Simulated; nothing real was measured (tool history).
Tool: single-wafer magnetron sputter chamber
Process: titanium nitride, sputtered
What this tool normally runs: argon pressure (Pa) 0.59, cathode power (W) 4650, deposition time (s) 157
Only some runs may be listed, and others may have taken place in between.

| run | day | argon pressure (Pa) | cathode power (W) | deposition time (s) | read-back reference wafer on the same gauge, thickness_nm | mean film thickness on the monitor wafer (angstrom) |
|---|---|---|---|---|---|---|
| 1 | 0 | 0.59 | 4650 | 157 | 141.722 | 1249.31 |
| 2 | 1.167 | 0.59 | 4650 | 157 | 141.626 | 1250.27 |
| 3 | 2.858 | 0.59 | 4650 | 157 | 141.878 | 1255.89 |
| 4 | 7.029 | 0.59 | 5250 | 157 | 141.81 | 1422.32 |
| 5 | 8.75 | 0.59 | 4650 | 157 | 142.141 | 1259.64 |
| 6 | 11.6 | 0.59 | 4650 | 157 | 142.204 | 1262.08 |
| 7 | 14.571 | 0.59 | 4650 | 141 | 142.437 | 1140.68 |
| 8 | 17.1 | 0.59 | 4650 | 141 | 142.747 | 1132.13 |
|  | 17.554 | sputter target and shields replaced |
| 9 | 18.917 | 0.402 | 4650 | 164 | 142.794 | 1467.51 |
| 10 | 20.817 | 0.402 | 4650 | 164 | 142.849 | 1481.08 |
| 11 | 22.433 | 0.402 | 4650 | 164 | 143.092 | 1472.94 |
| 12 | 25.083 | 0.43 | 4650 | 157 | 143.078 | 1391.26 |
|  | 26.679 | magnet pack replaced |
| 13 | 27.196 | 0.59 | 4650 | 157 | 143.052 | 1271.14 |
|  | 27.967 | capacitance manometer re-zeroed and calibrated |
| 14 | 28.704 | 0.59 | 4650 | 157 | 143.256 | 1270.48 |
| 15 | 31.362 | 0.689 | 5550 | 140 | 143.363 | 1278.7 |
| 16 | 35.846 | 0.59 | 4650 | 157 | 143.551 | 1270.4 |
| 17 | 37.725 | 0.43 | 4650 | 157 | 143.9 | 1397.16 |
|  | 39.083 | gauge calibrated |
| 18 | 40.033 | 0.447 | 4650 | 157 | 140.269 | 1347.23 |
| 19 | 42.917 | 0.66 | 5150 | 157 | 140.614 | 1327.23 |
| 20 | 45.908 | 0.761 | 3900 | 157 | 140.651 | 956.26 |
|  | 46.788 | sputter target and shields replaced |
| 21 | 52.762 | 0.59 | 3950 | 181 | 140.898 | 1222.62 |
| 22 | 54.888 | 0.59 | 4650 | 138 | 141.081 | 1098.5 |
| 23 | 57.854 | 0.67 | 4650 | 157 | 141.678 | 1194.56 |
| 24 | 59.854 | 0.523 | 5350 | 135 | 141.607 | 1286.94 |
| 25 | 61.867 | 0.59 | 4650 | 157 | 141.679 | 1259.07 |
| 26 | 63.233 | 0.68 | 5400 | 174 | 141.792 | 1544.41 |
| 27 | 64.271 | 0.822 | 3600 | 186 | 141.643 | 1018.92 |
| 28 | 66.275 | 0.702 | 3900 | 157 | 142.014 | 987.57 |

For each run, what was the tool's unlogged condition?
deposition rate above that of a new target (%): 0, the same for each run
true argon pressure above the setpoint (%): 0, the same for each run
H1: gauge reads high (%)
| run | H1 |
|---|---|
| 1 | 1.15 |
| 2 | 1.2 |
| 3 | 1.27 |
| 4 | 1.45 |
| 5 | 1.52 |
| 6 | 1.64 |
| 7 | 1.77 |
| 8 | 1.88 |
| 9 | 1.96 |
| 10 | 2.04 |
| 11 | 2.11 |
| 12 | 2.22 |
| 13 | 2.31 |
| 14 | 2.37 |
| 15 | 2.49 |
| 16 | 2.68 |
| 17 | 2.76 |
| 18 | 0.241 |
| 19 | 0.364 |
| 20 | 0.492 |
| 21 | 0.784 |
| 22 | 0.875 |
| 23 | 1 |
| 24 | 1.09 |
| 25 | 1.17 |
| 26 | 1.23 |
| 27 | 1.28 |
| 28 | 1.36 |
